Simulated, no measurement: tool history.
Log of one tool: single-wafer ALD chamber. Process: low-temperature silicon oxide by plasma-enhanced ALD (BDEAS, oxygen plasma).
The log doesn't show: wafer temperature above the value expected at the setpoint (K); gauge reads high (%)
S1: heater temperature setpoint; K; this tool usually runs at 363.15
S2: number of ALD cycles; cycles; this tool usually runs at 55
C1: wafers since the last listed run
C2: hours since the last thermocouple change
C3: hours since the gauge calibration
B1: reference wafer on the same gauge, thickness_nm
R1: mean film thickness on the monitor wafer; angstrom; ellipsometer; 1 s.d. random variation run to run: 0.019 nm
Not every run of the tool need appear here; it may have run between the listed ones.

run 1 day=0.000 | S1=363.15 S2=55 | C1=0 C2=2363.6 C3=203.7 | B1=6.340 | R1=76.75
-- day=0.583 gauge calibrated
run 2 day=0.679 | S1=363.15 S2=55 | C1=116 C2=2379.9 C3=2.3 | B1=6.341 | R1=76.94
run 3 day=0.979 | S1=363.15 S2=55 | C1=51 C2=2387.1 C3=9.5 | B1=6.337 | R1=76.87
run 4 day=1.558 | S1=363.15 S2=55 | C1=99 C2=2401.0 C3=23.4 | B1=6.337 | R1=76.70
run 5 day=2.454 | S1=363.15 S2=55 | C1=154 C2=2422.5 C3=44.9 | B1=6.340 | R1=77.33
run 6 day=2.883 | S1=354.15 S2=47 | C1=73 C2=2432.8 C3=55.2 | B1=6.339 | R1=68.21
run 7 day=3.429 | S1=354.15 S2=47 | C1=93 C2=2445.9 C3=68.3 | B1=6.337 | R1=68.07
run 8 day=3.808 | S1=354.15 S2=47 | C1=65 C2=2455.0 C3=77.4 | B1=6.344 | R1=67.82
run 9 day=4.333 | S1=363.15 S2=55 | C1=90 C2=2467.6 C3=90.0 | B1=6.344 | R1=77.05
-- day=5.125 thermocouple changed; heater temperature recalibrated
run 10 day=5.146 | S1=363.15 S2=55 | C1=82 C2=0.5 C3=109.5 | B1=6.339 | R1=76.85
run 11 day=5.575 | S1=363.15 S2=55 | C1=73 C2=10.8 C3=119.8 | B1=6.340 | R1=77.42
run 12 day=6.221 | S1=363.15 S2=47 | C1=111 C2=26.3 C3=135.3 | B1=6.339 | R1=65.74
run 13 day=6.562 | S1=363.15 S2=47 | C1=58 C2=34.5 C3=143.5 | B1=6.340 | R1=65.69
run 14 day=7.142 | S1=363.15 S2=49 | C1=99 C2=48.4 C3=157.4 | B1=6.338 | R1=68.51
run 15 day=7.429 | S1=352.15 S2=64 | C1=49 C2=55.3 C3=164.3 | B1=6.344 | R1=93.44
run 16 day=8.021 | S1=363.15 S2=64 | C1=101 C2=69.5 C3=178.5 | B1=6.341 | R1=89.57
run 17 day=8.583 | S1=350.15 S2=51 | C1=96 C2=83.0 C3=192.0 | B1=6.337 | R1=75.32
run 18 day=9.200 | S1=359.15 S2=59 | C1=106 C2=97.8 C3=206.8 | B1=6.340 | R1=83.84
run 19 day=9.908 | S1=368.15 S2=47 | C1=121 C2=114.8 C3=223.8 | B1=6.338 | R1=64.57
-- day=9.992 gauge calibrated
run 20 day=10.312 | S1=363.15 S2=55 | C1=69 C2=124.5 C3=7.7 | B1=6.339 | R1=77.13
run 21 day=10.821 | S1=363.15 S2=55 | C1=87 C2=136.7 C3=19.9 | B1=6.340 | R1=76.50
run 22 day=11.462 | S1=363.15 S2=58 | C1=110 C2=152.1 C3=35.3 | B1=6.339 | R1=80.94
run 23 day=12.075 | S1=363.15 S2=55 | C1=105 C2=166.8 C3=50.0 | B1=6.339 | R1=76.97
run 24 day=12.808 | S1=375.15 S2=51 | C1=126 C2=184.4 C3=67.6 | B1=6.339 | R1=68.52
run 25 day=13.238 | S1=350.15 S2=59 | C1=73 C2=194.7 C3=77.9 | B1=6.344 | R1=86.68
run 26 day=13.521 | S1=363.15 S2=55 | C1=48 C2=201.5 C3=84.7 | B1=6.341 | R1=76.91
run 27 day=14.042 | S1=370.15 S2=63 | C1=89 C2=214.0 C3=97.2 | B1=6.342 | R1=85.67

For each entry between runs, how does the tool's hidden state at the last listed run before it compare with that at the first listed run after it?
Run 1 -> run 2: gauge calibrated (day 0.583)
  the hidden state is the same at both runs
Run 9 -> run 10: thermocouple changed; heater temperature recalibrated (day 5.125)
  the hidden state is the same at both runs
Run 19 -> run 20: gauge calibrated (day 9.992)
  the hidden state is the same at both runs
